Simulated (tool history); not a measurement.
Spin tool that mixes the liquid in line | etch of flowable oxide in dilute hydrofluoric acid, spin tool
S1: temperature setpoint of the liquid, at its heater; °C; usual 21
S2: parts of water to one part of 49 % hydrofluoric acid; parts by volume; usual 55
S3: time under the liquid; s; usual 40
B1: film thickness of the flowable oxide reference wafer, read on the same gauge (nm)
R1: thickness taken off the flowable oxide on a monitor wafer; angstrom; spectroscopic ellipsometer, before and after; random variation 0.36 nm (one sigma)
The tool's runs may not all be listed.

| run | day | S1 | S2 | S3 | B1 | R1 |
|---|---|---|---|---|---|---|
| 1 | 0 | 21 | 55 | 40 | 49.95 | 429.8 |
| 2 | 4.15 | 21 | 55 | 40 | 49.98 | 425.8 |
| 3 | 8.221 | 21 | 55 | 40 | 49.99 | 431.1 |
| 4 | 11.204 | 21 | 55 | 40 | 50.02 | 427.2 |
| 5 | 15.3 | 18 | 55 | 50 | 49.99 | 463.3 |
| 6 | 18.479 | 18 | 55 | 50 | 49.97 | 460.1 |
| 7 | 22.071 | 18 | 55 | 50 | 50.01 | 461.1 |
| 8 | 25.817 | 21 | 55 | 40 | 50.02 | 420.6 |
| 9 | 27.462 | 21 | 80 | 55 | 49.97 | 383 |
|  | 30.512 | thermometer replaced |
|  | 31.296 | gauge calibrated |
| 10 | 31.546 | 21 | 55 | 15 | 49.97 | 173.9 |
|  | 42.158 | hydrofluoric acid flow meter replaced |
| 11 | 43.954 | 21 | 55 | 40 | 49.98 | 462.3 |
| 12 | 48.033 | 18 | 55 | 30 | 50.02 | 299.7 |
| 13 | 51.375 | 21 | 55 | 40 | 49.98 | 457.2 |
| 14 | 54.646 | 21 | 55 | 35 | 50.01 | 398.1 |
| 15 | 57.738 | 21 | 55 | 40 | 50.02 | 454.3 |
| 16 | 60.567 | 17 | 30 | 50 | 50.01 | 901.5 |

Hidden state or all else? Some run-to-run changes of R1, split into what the settings, what came in and random variation would give without the hidden state, and what is left for the hidden state (with any gauge scatter that isn't in both results):
The hidden state here: liquid colder than its thermometer reads (K); hydrofluoric acid flow above the setpoint (%); gauge reads high (%).
Run 9 -> 10: S2 80 -> 55, S3 55 -> 15, thermometer replaced, gauge calibrated. R1 -209.1 angstrom: hidden state +40.6, all else -249.7.
Run 15 -> 16: S1 21 -> 17, S2 55 -> 30, S3 40 -> 50. R1 +447.2 angstrom: hidden state -16.3, all else +463.5.
